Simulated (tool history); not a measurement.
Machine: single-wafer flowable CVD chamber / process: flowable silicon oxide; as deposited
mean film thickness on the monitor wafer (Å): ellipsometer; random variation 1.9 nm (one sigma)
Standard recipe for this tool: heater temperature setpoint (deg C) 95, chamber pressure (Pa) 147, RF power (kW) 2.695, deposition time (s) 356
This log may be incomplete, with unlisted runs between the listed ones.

| run | hour | heater temperature setpoint (deg C) | chamber pressure (Pa) | RF power (kW) | deposition time (s) | wafers since the last listed run | hours since the last thermocouple change | hours since the last RF generator calibration | hours since the last manometer calibration | hours since the showerhead was replaced | hours since the gauge calibration | read-back reference wafer on the same gauge, thickness_nm | mean film thickness on the monitor wafer (Å) |
|---|---|---|---|---|---|---|---|---|---|---|---|---|---|
| 1 | 0.0 | 95 | 163 | 2.695 | 356 | 0 | 1333.9 | 1495.1 | 2796.6 | 3542.0 | 38.1 | 463.219 | 4849.92 |
| 2 | 13.3 | 95 | 163 | 2.695 | 356 | 52 | 1347.2 | 1508.4 | 2809.9 | 3555.3 | 51.4 | 463.130 | 4834.44 |
| 3 | 30.0 | 95 | 147 | 2.695 | 356 | 65 | 1363.9 | 1525.1 | 2826.6 | 3572.0 | 68.1 | 462.906 | 4415.11 |
| 4 | 36.4 | 87 | 147 | 2.695 | 356 | 25 | 1370.3 | 1531.5 | 2833.0 | 3578.4 | 74.5 | 462.912 | 5573.96 |
| 5 | 51.2 | 87 | 147 | 2.695 | 356 | 58 | 1385.1 | 1546.3 | 2847.8 | 3593.2 | 89.3 | 462.768 | 5525.58 |
| 6 | 66.2 | 95 | 147 | 2.695 | 356 | 59 | 1400.1 | 1561.3 | 2862.8 | 3608.2 | 104.3 | 463.082 | 4405.69 |
|  | 74.5 | capacitance manometer re-zeroed and calibrated |
| 7 | 81.9 | 95 | 147 | 2.695 | 356 | 30 | 1415.8 | 1577.0 | 7.4 | 3623.9 | 120.0 | 463.409 | 4364.00 |
| 8 | 90.3 | 95 | 147 | 2.430 | 356 | 33 | 1424.2 | 1585.4 | 15.8 | 3632.3 | 128.4 | 462.704 | 4268.00 |
| 9 | 102.4 | 95 | 147 | 2.430 | 356 | 47 | 1436.3 | 1597.5 | 27.9 | 3644.4 | 140.5 | 462.880 | 4278.33 |
| 10 | 116.9 | 95 | 125 | 2.695 | 356 | 57 | 1450.8 | 1612.0 | 42.4 | 3658.9 | 155.0 | 463.187 | 3710.51 |
|  | 119.7 | gauge calibrated |
| 11 | 130.6 | 95 | 127 | 2.695 | 356 | 53 | 1464.5 | 1625.7 | 56.1 | 3672.6 | 10.9 | 463.049 | 3740.20 |
|  | 147.1 | showerhead replaced |
|  | 151.3 | RF generator calibrated |
| 12 | 151.8 | 95 | 147 | 2.695 | 356 | 35 | 1485.7 | 0.5 | 77.3 | 4.7 | 32.1 | 462.905 | 4388.64 |
| 13 | 154.7 | 88 | 171 | 2.555 | 326 | 11 | 1488.6 | 3.4 | 80.2 | 7.6 | 35.0 | 463.391 | 5686.79 |
|  | 168.2 | thermocouple changed; heater temperature recalibrated |
| 14 | 168.7 | 95 | 116 | 2.695 | 356 | 23 | 0.5 | 17.4 | 94.2 | 21.6 | 49.0 | 462.807 | 3405.67 |
| 15 | 178.8 | 95 | 147 | 2.430 | 356 | 39 | 10.6 | 27.5 | 104.3 | 31.7 | 59.1 | 463.078 | 4256.34 |
| 16 | 196.7 | 95 | 147 | 2.695 | 319 | 70 | 28.5 | 45.4 | 122.2 | 49.6 | 77.0 | 462.530 | 3932.91 |
| 17 | 208.0 | 95 | 147 | 2.695 | 414 | 44 | 39.8 | 56.7 | 133.5 | 60.9 | 88.3 | 463.429 | 5120.14 |
| 18 | 214.0 | 95 | 131 | 3.130 | 316 | 23 | 45.8 | 62.7 | 139.5 | 66.9 | 94.3 | 462.878 | 3520.02 |
| 19 | 226.6 | 107 | 147 | 2.695 | 356 | 49 | 58.4 | 75.3 | 152.1 | 79.5 | 106.9 | 463.913 | 3049.34 |

What the log doesn't show, run by run:
wafer temperature above the value expected at the setpoint (K): 0 on each run
delivered RF power above the setpoint (%): 0 on each run
true pressure above the setpoint (%): 0 on each run
gauge reads high (%): 0 on each run

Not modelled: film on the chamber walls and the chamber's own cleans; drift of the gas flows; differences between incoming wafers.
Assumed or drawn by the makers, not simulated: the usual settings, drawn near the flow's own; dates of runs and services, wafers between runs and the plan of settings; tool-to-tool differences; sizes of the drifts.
